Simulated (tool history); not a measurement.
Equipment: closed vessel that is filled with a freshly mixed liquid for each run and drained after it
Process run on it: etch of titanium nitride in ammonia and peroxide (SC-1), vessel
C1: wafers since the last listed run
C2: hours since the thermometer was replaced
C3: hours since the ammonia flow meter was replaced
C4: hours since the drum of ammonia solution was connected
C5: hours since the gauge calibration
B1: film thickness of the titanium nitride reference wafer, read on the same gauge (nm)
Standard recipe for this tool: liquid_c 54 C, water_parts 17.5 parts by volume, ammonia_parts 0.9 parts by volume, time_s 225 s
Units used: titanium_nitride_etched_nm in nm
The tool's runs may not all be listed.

Run 1, hour 0: usual settings; C1 0; C2 708.9; C3 1658.3; C4 157.4; C5 73.1; B1 30.02. Result: titanium_nitride_etched_nm 11.69 nm.
Run 2, hour 55.4: usual settings but ammonia_parts 1.1 parts by volume; C1 4285; C2 764.3; C3 1713.7; C4 212.8; C5 128.5; B1 30.01. Result: titanium_nitride_etched_nm 12.28 nm.
Run 3, hour 118.8: usual settings but ammonia_parts 1.1 parts by volume; C1 4904; C2 827.7; C3 1777.1; C4 276.2; C5 191.9; B1 29.99. Result: titanium_nitride_etched_nm 12.08 nm.
Run 4, hour 190.5: usual settings but ammonia_parts 1.1 parts by volume; C1 5546; C2 899.4; C3 1848.8; C4 347.9; C5 263.6; B1 29.98. Result: titanium_nitride_etched_nm 12.06 nm.
Run 5, hour 236.1: usual settings; C1 3527; C2 945; C3 1894.4; C4 393.5; C5 309.2; B1 29.97. Result: titanium_nitride_etched_nm 11.54 nm.
Run 6, hour 289.8: usual settings; C1 4154; C2 998.7; C3 1948.1; C4 447.2; C5 362.9; B1 29.99. Result: titanium_nitride_etched_nm 11.4 nm.
Run 7, hour 329: usual settings; C1 3032; C2 1037.9; C3 1987.3; C4 486.4; C5 402.1; B1 29.99. Result: titanium_nitride_etched_nm 11.39 nm.
Run 8, hour 380.7: usual settings but water_parts 14 parts by volume; C1 3999; C2 1089.6; C3 2039; C4 538.1; C5 453.8; B1 29.99. Result: titanium_nitride_etched_nm 12.61 nm.
At hour 390.2: new drum of ammonia solution connected.
At hour 440.1: thermometer replaced.
Run 9, hour 449.8: usual settings but time_s 100 s; C1 5191; C2 9.7; C3 2108.1; C4 59.6; C5 522.9; B1 30. Result: titanium_nitride_etched_nm 4.49 nm.
At hour 463.3: gauge calibrated.
Run 10, hour 507.5: usual settings but liquid_c 58.5 C, ammonia_parts 0.75 parts by volume, time_s 295 s; C1 4463; C2 67.4; C3 2165.8; C4 117.3; C5 44.2; B1 30.02. Result: titanium_nitride_etched_nm 17.32 nm.
At hour 553.8: ammonia flow meter replaced.
Run 11, hour 554.8: usual settings but water_parts 12.5 parts by volume; C1 3581; C2 114.7; C3 1; C4 164.6; C5 91.5; B1 30.01. Result: titanium_nitride_etched_nm 12.16 nm.
Run 12, hour 583.3: usual settings but liquid_c 51 C; C1 2204; C2 143.2; C3 29.5; C4 193.1; C5 120; B1 29.95. Result: titanium_nitride_etched_nm 8.03 nm.
At hour 631.8: thermometer replaced, repeated, since the last time left the tool worse.
Run 13, hour 648.5: usual settings; C1 4966; C2 16.7; C3 94.7; C4 258.3; C5 185.2; B1 30.01. Result: titanium_nitride_etched_nm 12.43 nm.
Run 14, hour 674.8: usual settings; C1 2034; C2 43; C3 121; C4 284.6; C5 211.5; B1 29.97. Result: titanium_nitride_etched_nm 12.58 nm.
Run 15, hour 743.8: usual settings but liquid_c 46 C, water_parts 22 parts by volume, ammonia_parts 0.6 parts by volume, time_s 260 s; C1 5338; C2 112; C3 190; C4 353.6; C5 280.5; B1 30.01. Result: titanium_nitride_etched_nm 6.75 nm.
Run 16, hour 769.1: usual settings; C1 1957; C2 137.3; C3 215.3; C4 378.9; C5 305.8; B1 30.02. Result: titanium_nitride_etched_nm 12.21 nm.
Run 17, hour 800.1: usual settings but water_parts 22 parts by volume, time_s 135 s; C1 2398; C2 168.3; C3 246.3; C4 409.9; C5 336.8; B1 30.01. Result: titanium_nitride_etched_nm 6.52 nm.

Entry by entry between the runs, the difference in hidden state between the last listed run before and the first listed run after:
In the gap between runs 8 and 9: new drum of ammonia solution connected (hour 390.2); thermometer replaced (hour 440.1)
  liquid colder than its thermometer reads (K): 1.48 -> 3.02
  difference, measured minus the result without the unlogged condition, titanium_nitride_etched_nm: -1.34 -> -1.03 nm
In the gap between runs 9 and 10: gauge calibrated (hour 463.3)
  liquid colder than its thermometer reads (K): 3.02 -> 3.1
  difference, measured minus the result without the unlogged condition, titanium_nitride_etched_nm: -1.03 -> -3.99 nm
In the gap between runs 10 and 11: ammonia flow meter replaced (hour 553.8)
  liquid colder than its thermometer reads (K): 3.1 -> 3.16
  difference, measured minus the result without the unlogged condition, titanium_nitride_etched_nm: -3.99 -> -2.95 nm
In the gap between runs 12 and 13: thermometer replaced, repeated, since the last time left the tool worse (hour 631.8)
  liquid colder than its thermometer reads (K): 3.19 -> 0.189
  difference, measured minus the result without the unlogged condition, titanium_nitride_etched_nm: -2 -> -0.16 nm
